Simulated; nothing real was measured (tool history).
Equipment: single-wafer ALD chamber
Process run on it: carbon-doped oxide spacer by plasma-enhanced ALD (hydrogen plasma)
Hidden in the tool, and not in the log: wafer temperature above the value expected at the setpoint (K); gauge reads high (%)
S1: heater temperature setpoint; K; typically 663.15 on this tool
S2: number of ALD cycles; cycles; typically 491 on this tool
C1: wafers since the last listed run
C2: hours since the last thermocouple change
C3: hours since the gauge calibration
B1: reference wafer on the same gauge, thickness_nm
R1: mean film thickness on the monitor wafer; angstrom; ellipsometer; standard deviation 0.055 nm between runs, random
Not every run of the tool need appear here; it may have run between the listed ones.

| run | hour | S1 | S2 | C1 | C2 | C3 | B1 | R1 |
|---|---|---|---|---|---|---|---|---|
| 1 | 0.0 | 663.15 | 491 | 0 | 2253.5 | 79.5 | 19.596 | 220.94 |
| 2 | 12.8 | 663.15 | 515 | 12 | 2266.3 | 92.3 | 19.617 | 231.34 |
| 3 | 28.5 | 663.15 | 515 | 15 | 2282.0 | 108.0 | 19.606 | 232.52 |
| 4 | 41.3 | 663.15 | 491 | 12 | 2294.8 | 120.8 | 19.611 | 219.96 |
| 5 | 54.1 | 668.15 | 491 | 12 | 2307.6 | 133.6 | 19.582 | 220.64 |
| 6 | 67.7 | 668.15 | 491 | 13 | 2321.2 | 147.2 | 19.606 | 221.11 |
| 7 | 79.5 | 668.15 | 491 | 11 | 2333.0 | 159.0 | 19.587 | 221.08 |
| 8 | 87.9 | 663.15 | 516 | 8 | 2341.4 | 167.4 | 19.578 | 231.42 |
|  | 97.5 | thermocouple changed; heater temperature recalibrated |
| 9 | 98.0 | 663.15 | 442 | 2 | 0.5 | 177.5 | 19.608 | 198.58 |
| 10 | 101.3 | 677.15 | 440 | 3 | 3.8 | 180.8 | 19.594 | 196.19 |
| 11 | 112.7 | 677.15 | 450 | 11 | 15.2 | 192.2 | 19.595 | 200.35 |
| 12 | 123.5 | 677.15 | 440 | 10 | 26.0 | 203.0 | 19.590 | 197.12 |
| 13 | 136.2 | 663.15 | 491 | 12 | 38.7 | 215.7 | 19.579 | 220.05 |
|  | 138.0 | gauge calibrated |
| 14 | 149.5 | 669.15 | 491 | 13 | 52.0 | 11.5 | 19.625 | 220.53 |
| 15 | 165.7 | 671.15 | 459 | 15 | 68.2 | 27.7 | 19.578 | 206.00 |
| 16 | 194.4 | 663.15 | 564 | 28 | 96.9 | 56.4 | 19.572 | 253.65 |
| 17 | 206.1 | 676.15 | 399 | 11 | 108.6 | 68.1 | 19.617 | 178.24 |
| 18 | 219.6 | 663.15 | 491 | 13 | 122.1 | 81.6 | 19.584 | 221.78 |

What if the next run were any one of these 4? Each begins from the tool's condition after run 18:
| A | 220.8 | 663.15 | 491 | 1 | 123.3 | 82.8 | ? | ? |
| B | 220.8 | 655.15 | 540 | 1 | 123.3 | 82.8 | ? | ? |
| C | 220.8 | 663.15 | 587 | 1 | 123.3 | 82.8 | ? | ? |
| D | 220.8 | 663.15 | 405 | 1 | 123.3 | 82.8 | ? | ? |

| run | B1 | R1 |
|---|---|---|
| A | 19.602 | 220.60 |
| B | 19.602 | 242.61 |
| C | 19.602 | 263.73 |
| D | 19.602 | 181.96 |
Without the tool's unlogged condition, the same runs would have read:
| run | R1 |
|---|---|
| A | 220.60 |
| B | 242.61 |
| C | 263.73 |
| D | 181.96 |
